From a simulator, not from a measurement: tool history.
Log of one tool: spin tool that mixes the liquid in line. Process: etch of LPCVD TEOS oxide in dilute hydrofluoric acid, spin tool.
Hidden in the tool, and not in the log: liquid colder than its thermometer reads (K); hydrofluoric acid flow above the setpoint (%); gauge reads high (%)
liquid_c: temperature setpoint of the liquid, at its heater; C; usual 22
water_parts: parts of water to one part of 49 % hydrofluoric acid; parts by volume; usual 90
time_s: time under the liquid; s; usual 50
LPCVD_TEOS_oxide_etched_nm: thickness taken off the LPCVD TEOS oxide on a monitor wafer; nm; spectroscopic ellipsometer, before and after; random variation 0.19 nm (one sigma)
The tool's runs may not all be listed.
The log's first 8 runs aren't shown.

run   hour  liquid_c  water_parts  time_s  wafers since the last listed run  hours since the thermometer was replaced  hours since the hydrofluoric acid flow meter was replaced  hours since the gauge calibration  read-back film thickness of the LPCVD TEOS oxide reference wafer, read on the same gauge (nm)  LPCVD_TEOS_oxide_etched_nm
  9  170.6        22           90      50                               155                                     421.1                                                     1174.9                              568.1                                                                                         119.96                       25.23
 10  195.7        22           90      50                               273                                     446.2                                                       1200                              593.2                                                                                         119.99                       25.43
 11  224.1        22           90      50                               309                                     474.6                                                     1228.4                              621.6                                                                                         120.04                       25.14
 12  239.9        22           90      50                               171                                     490.4                                                     1244.2                              637.4                                                                                         119.99                       25.18
 13  256.5        22           90      35                               180                                       507                                                     1260.8                                654                                                                                         120.03                        17.6
     271.5  -- gauge calibrated
 14  275.6        22           90      35                               207                                     526.1                                                     1279.9                                4.1                                                                                            120                       17.49
     297.1  -- hydrofluoric acid flow meter replaced
 15  375.4        22           90      35                              1075                                     625.9                                                       78.3                              103.9                                                                                         120.02                       17.56
 16  402.5        22           90      50                               294                                       653                                                      105.4                                131                                                                                         119.98                       25.01
 17  420.7        22           90      75                               198                                     671.2                                                      123.6                              149.2                                                                                         120.04                       37.27
 18  433.7        19           90      50                               141                                     684.2                                                      136.6                              162.2                                                                                            120                       22.06
 19  456.7        22           90      50                               250                                     707.2                                                      159.6                              185.2                                                                                            120                       24.72
 20  481.7        22           90      50                               272                                     732.2                                                      184.6                              210.2                                                                                         119.98                       24.81
 21  497.3        22           90      50                               169                                     747.8                                                      200.2                              225.8                                                                                            120                       25.23
 22    516        22           90      50                               203                                     766.5                                                      218.9                              244.5                                                                                         120.05                       24.73
 23  545.6        22           65      50                               322                                     796.1                                                      248.5                              274.1                                                                                         119.97                       34.91
 24  562.6      25.5           90      50                               185                                     813.1                                                      265.5                              291.1                                                                                         120.01                       28.26
 25    586        22           90      50                               254                                     836.5                                                      288.9                              314.5                                                                                         120.02                       24.38
     587.1  -- thermometer replaced
 26  604.1        19          135      40                               186                                        17                                                        307                              332.6                                                                                         119.99                       11.62
 27  619.7        22          115      50                               169                                      32.6                                                      322.6                              348.2                                                                                         119.98                       19.47
 28  632.7      23.5          135      40                               141                                      45.6                                                      335.6                              361.2                                                                                         120.01                       14.04
 29  668.2        22           90      50                               386                                      81.1                                                      371.1                              396.7                                                                                         119.99                       25.58
 30  681.2      25.5          115      75                               141                                      94.1                                                      384.1                              409.7                                                                                         119.97                       33.86
 31  714.3      19.5           90      50                               360                                     127.2                                                      417.2                              442.8                                                                                         120.02                       22.92
 32  740.2        19           45      60                               281                                     153.1                                                      443.1                              468.7                                                                                            120                        57.3
 33  768.9        22           70      30                               312                                     181.8                                                      471.8                              497.4                                                                                         119.99                       20.35

4 ways to go on from here, each from the tool as it stands after run 33. What would each give?
  A  769.3        20           90      50                                 4                                     182.2                                                      472.2                              497.8                                                                                              ?                           ?
  B  769.3        22          110      50                                 4                                     182.2                                                      472.2                              497.8                                                                                              ?                           ?
  C  769.3        22           75      50                                 4                                     182.2                                                      472.2                              497.8                                                                                              ?                           ?
  D  769.3        26          120      80                                 4                                     182.2                                                      472.2                              497.8                                                                                              ?                           ?

run  read-back film thickness of the LPCVD TEOS oxide reference wafer, read on the same gauge (nm)  LPCVD_TEOS_oxide_etched_nm
  A                                                                                         119.97                       23.53
  B                                                                                         119.97                       20.43
  C                                                                                         119.97                       31.21
  D                                                                                         119.97                       34.67
Without the tool's hidden state the same runs would have given:
run  LPCVD_TEOS_oxide_etched_nm
  A                       24.29
  B                       21.07
  C                       32.21
  D                       35.72
